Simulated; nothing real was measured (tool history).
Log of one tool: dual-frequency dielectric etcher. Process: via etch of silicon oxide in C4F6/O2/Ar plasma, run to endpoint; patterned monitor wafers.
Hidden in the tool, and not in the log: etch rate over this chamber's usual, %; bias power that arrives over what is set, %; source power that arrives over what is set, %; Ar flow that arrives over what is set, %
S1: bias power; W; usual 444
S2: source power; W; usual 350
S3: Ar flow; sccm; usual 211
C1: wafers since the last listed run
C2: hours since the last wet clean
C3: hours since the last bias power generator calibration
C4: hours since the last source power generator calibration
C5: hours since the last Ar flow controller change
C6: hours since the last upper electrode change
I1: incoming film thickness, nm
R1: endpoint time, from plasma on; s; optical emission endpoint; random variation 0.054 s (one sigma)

run	hour	S1	S2	S3	C1	C2	C3	C4	C5	C6	I1	R1
1	0	444	350	211	0	94.8	1704.4	1985.9	1829.3	2464.5	75.1	18.6
2	88.9	444	350	211	1407	183.7	1793.3	2074.8	1918.2	2553.4	75.6	18.8
3	179.3	444	350	211	1430	274.1	1883.7	2165.2	2008.6	2643.8	75.3	18.8
4	270.8	444	350	211	1448	365.6	1975.2	2256.7	2100.1	2735.3	75.4	18.9
5	351.8	444	350	211	1282	446.6	2056.2	2337.7	2181.1	2816.3	75.1	18.9
6	414	444	350	211	984	508.8	2118.4	2399.9	2243.3	2878.5	75.6	19.2
7	477.7	444	350	211	1008	572.5	2182.1	2463.6	2307	2942.2	74.9	19.1
8	521.2	444	350	211	688	616	2225.6	2507.1	2350.5	2985.7	75.4	19.3
# hour 543.1: source power generator calibrated
# hour 567.2: wet clean of the chamber
9	616.8	444	350	211	1070	49.6	2321.2	73.7	2446.1	3081.3	75.6	18.6
# hour 638.6: Ar flow controller replaced
10	680.6	489	390	211	914	113.4	2385	137.5	42	3145.1	74.7	16.7
# hour 749.7: upper electrode replaced
# hour 764.1: bias power generator calibrated
11	772	552	350	229	1003	204.8	7.9	228.9	133.4	22.3	75.4	16.3
12	819.7	511	290	232	755	252.5	55.6	276.6	181.1	70	75.6	18.4
13	875	444	350	232	875	307.8	110.9	331.9	236.4	125.3	76.1	18.7
14	963.6	411	410	226	1402	396.4	199.5	420.5	325	213.9	74.7	18.2

Hidden state at the last listed run before each entry between runs and at the first one after, where it differs:
Between runs 8 and 9: source power generator calibrated (hour 543.1); wet clean of the chamber (hour 567.2)
  etch rate over this chamber's usual, %: -3.41 -> 0.0261; bias power that arrives over what is set, %: -5.09 -> -5.13
  measured less the result without the state, R1: +1.2 -> +0.6 s
Between runs 9 and 10: Ar flow controller replaced (hour 638.6)
  etch rate over this chamber's usual, %: 0.0261 -> -0.332; bias power that arrives over what is set, %: -5.13 -> -5.15
  measured less the result without the state, R1: +0.6 -> +0.6 s
Between runs 10 and 11: upper electrode replaced (hour 749.7); bias power generator calibrated (hour 764.1)
  etch rate over this chamber's usual, %: -0.332 -> -0.846; bias power that arrives over what is set, %: -5.15 -> 0.218
  measured less the result without the state, R1: +0.6 -> +0.2 s
